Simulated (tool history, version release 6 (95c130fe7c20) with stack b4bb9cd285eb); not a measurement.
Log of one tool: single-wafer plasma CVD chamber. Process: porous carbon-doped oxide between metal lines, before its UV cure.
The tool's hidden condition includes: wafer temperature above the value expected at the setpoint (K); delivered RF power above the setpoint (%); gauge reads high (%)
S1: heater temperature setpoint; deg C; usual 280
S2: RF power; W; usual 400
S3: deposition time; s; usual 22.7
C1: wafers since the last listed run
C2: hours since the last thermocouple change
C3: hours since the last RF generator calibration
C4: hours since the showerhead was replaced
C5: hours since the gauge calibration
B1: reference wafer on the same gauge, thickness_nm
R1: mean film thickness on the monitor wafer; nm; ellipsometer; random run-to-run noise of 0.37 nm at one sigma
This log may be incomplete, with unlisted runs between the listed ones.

Run 1, day 0: usual settings; C1 0; C2 251.8; C3 2114.7; C4 5030; C5 864.1; B1 143.937. Result: R1 124.856 nm.
Run 2, day 2.121: usual settings; C1 1103; C2 302.7; C3 2165.6; C4 5080.9; C5 915; B1 143.972. Result: R1 124.426 nm.
Run 3, day 6.433: usual settings but S2 345 W, S3 24.3 s; C1 2244; C2 406.2; C3 2269.1; C4 5184.4; C5 1018.5; B1 144.117. Result: R1 114.209 nm.
Run 4, day 8.992: usual settings but S2 345 W, S3 24.3 s; C1 1331; C2 467.6; C3 2330.5; C4 5245.8; C5 1079.9; B1 143.789. Result: R1 113.818 nm.
Run 5, day 10.525: usual settings; C1 798; C2 504.4; C3 2367.3; C4 5282.6; C5 1116.7; B1 143.986. Result: R1 124.183 nm.
Run 6, day 13.483: usual settings; C1 1539; C2 575.4; C3 2438.3; C4 5353.6; C5 1187.7; B1 143.991. Result: R1 123.264 nm.
Run 7, day 16.392: usual settings; C1 1513; C2 645.2; C3 2508.1; C4 5423.4; C5 1257.5; B1 144.047. Result: R1 124.294 nm.
Run 8, day 20.304: usual settings but S1 272 deg C; C1 2036; C2 739.1; C3 2602; C4 5517.3; C5 1351.4; B1 144.144. Result: R1 130.897 nm.
Run 9, day 23.862: usual settings but S1 272 deg C; C1 1852; C2 824.5; C3 2687.4; C4 5602.7; C5 1436.8; B1 144.243. Result: R1 130.86 nm.
Run 10, day 28.138: usual settings but S1 272 deg C; C1 2225; C2 927.1; C3 2790; C4 5705.3; C5 1539.4; B1 144.08. Result: R1 130.969 nm.
At day 29.642: RF generator calibrated.
Run 11, day 31.771: usual settings; C1 1717; C2 1014.3; C3 51.1; C4 5792.5; C5 1626.6; B1 143.97. Result: R1 123.717 nm.
Run 12, day 33.538: usual settings but S2 375 W, S3 25.1 s; C1 919; C2 1056.7; C3 93.5; C4 5834.9; C5 1669; B1 143.718. Result: R1 127.364 nm.
At day 33.771: gauge calibrated.
Run 13, day 35.45: usual settings but S2 375 W, S3 25.1 s; C1 995; C2 1102.6; C3 139.4; C4 5880.8; C5 40.3; B1 144.116. Result: R1 126.44 nm.
Run 14, day 38.646: usual settings but S1 289 deg C, S2 335 W, S3 25.9 s; C1 1663; C2 1179.3; C3 216.1; C4 5957.5; C5 117; B1 143.834. Result: R1 109.17 nm.
Run 15, day 41.771: usual settings but S1 265 deg C, S3 20.6 s; C1 1626; C2 1254.3; C3 291.1; C4 6032.5; C5 192; B1 143.927. Result: R1 125.058 nm.
Run 16, day 43.742: usual settings but S1 266 deg C, S2 430 W, S3 24.6 s; C1 1025; C2 1301.6; C3 338.4; C4 6079.8; C5 239.3; B1 144.037. Result: R1 157.054 nm.
Run 17, day 46.083: usual settings but S1 295 deg C, S2 475 W; C1 1218; C2 1357.8; C3 394.6; C4 6136; C5 295.5; B1 144.01. Result: R1 129.751 nm.
Run 18, day 47.792: usual settings but S1 270 deg C, S3 20.4 s; C1 889; C2 1398.8; C3 435.6; C4 6177; C5 336.5; B1 144.012. Result: R1 119.145 nm.
Run 19, day 51.958: usual settings but S3 26.6 s; C1 2168; C2 1498.8; C3 535.6; C4 6277; C5 436.5; B1 144.019. Result: R1 143.255 nm.
Run 20, day 54.275: usual settings but S1 295 deg C, S2 435 W, S3 24.3 s; C1 1205; C2 1554.4; C3 591.2; C4 6332.6; C5 492.1; B1 143.868. Result: R1 128.729 nm.
Run 21, day 57.796: usual settings but S1 288 deg C, S2 425 W; C1 1832; C2 1638.9; C3 675.7; C4 6417.1; C5 576.6; B1 143.829. Result: R1 123.393 nm.
Run 22, day 60.583: usual settings but S1 266 deg C, S2 440 W, S3 21.4 s; C1 1450; C2 1705.8; C3 742.6; C4 6484; C5 643.5; B1 144.167. Result: R1 140.598 nm.
Run 23, day 65.058: usual settings but S3 24.5 s; C1 2329; C2 1813.2; C3 850; C4 6591.4; C5 750.9; B1 143.827. Result: R1 131.279 nm.
At day 68.304: showerhead replaced.
At day 70.871: thermocouple changed; heater temperature recalibrated.
Run 24, day 78.329: usual settings but S1 285 deg C, S3 19.3 s; C1 6560; C2 179; C3 1168.5; C4 240.6; C5 1069.4; B1 144.083. Result: R1 103.83 nm.
Run 25, day 87.462: usual settings; C1 4753; C2 398.2; C3 1387.7; C4 459.8; C5 1288.6; B1 144.091. Result: R1 124.136 nm.
Run 26, day 89.033: usual settings but S1 267 deg C, S2 430 W, S3 25.7 s; C1 817; C2 435.9; C3 1425.4; C4 497.5; C5 1326.3; B1 144.181. Result: R1 164.902 nm.
Run 27, day 91.812: usual settings but S1 287 deg C; C1 1446; C2 502.6; C3 1492.1; C4 564.2; C5 1393; B1 144.054. Result: R1 118.285 nm.
Run 28, day 94.167: usual settings but S1 268 deg C; C1 1225; C2 559.1; C3 1548.6; C4 620.7; C5 1449.5; B1 143.702. Result: R1 135.686 nm.
Run 29, day 96.917: usual settings but S2 450 W, S3 18.3 s; C1 1431; C2 625.1; C3 1614.6; C4 686.7; C5 1515.5; B1 143.968. Result: R1 112.556 nm.
At day 106.604: gauge calibrated.
Run 30, day 107.338: usual settings but S1 288 deg C, S2 470 W; C1 5423; C2 875.2; C3 1864.7; C4 936.8; C5 17.6; B1 143.843. Result: R1 135.429 nm.
Run 31, day 111.204: usual settings; C1 2012; C2 968; C3 1957.5; C4 1029.6; C5 110.4; B1 143.895. Result: R1 123.151 nm.
Run 32, day 113.104: usual settings but S1 272 deg C; C1 988; C2 1013.6; C3 2003.1; C4 1075.2; C5 156; B1 143.997. Result: R1 131.079 nm.
Run 33, day 116.467: usual settings; C1 1750; C2 1094.3; C3 2083.8; C4 1155.9; C5 236.7; B1 143.938. Result: R1 123.015 nm.

Run by run, hidden condition taken away, random variation retained:
run       R1
  1  126.233
  2  125.991
  3  115.963
  4   115.73
  5  126.369
  6  125.609
  7  126.814
  8  133.864
  9  133.986
 10  134.264
 11  126.813
 12  130.601
 13  129.703
 14  111.884
 15  128.679
 16  161.632
 17  133.009
 18  122.624
 19    147.3
 20   132.07
 21  126.767
 22  144.968
 23  135.131
 24  104.463
 25  125.721
 26  167.307
 27  120.023
 28  138.037
 29   114.53
 30  138.154
 31  125.882
 32  134.169
 33  125.887

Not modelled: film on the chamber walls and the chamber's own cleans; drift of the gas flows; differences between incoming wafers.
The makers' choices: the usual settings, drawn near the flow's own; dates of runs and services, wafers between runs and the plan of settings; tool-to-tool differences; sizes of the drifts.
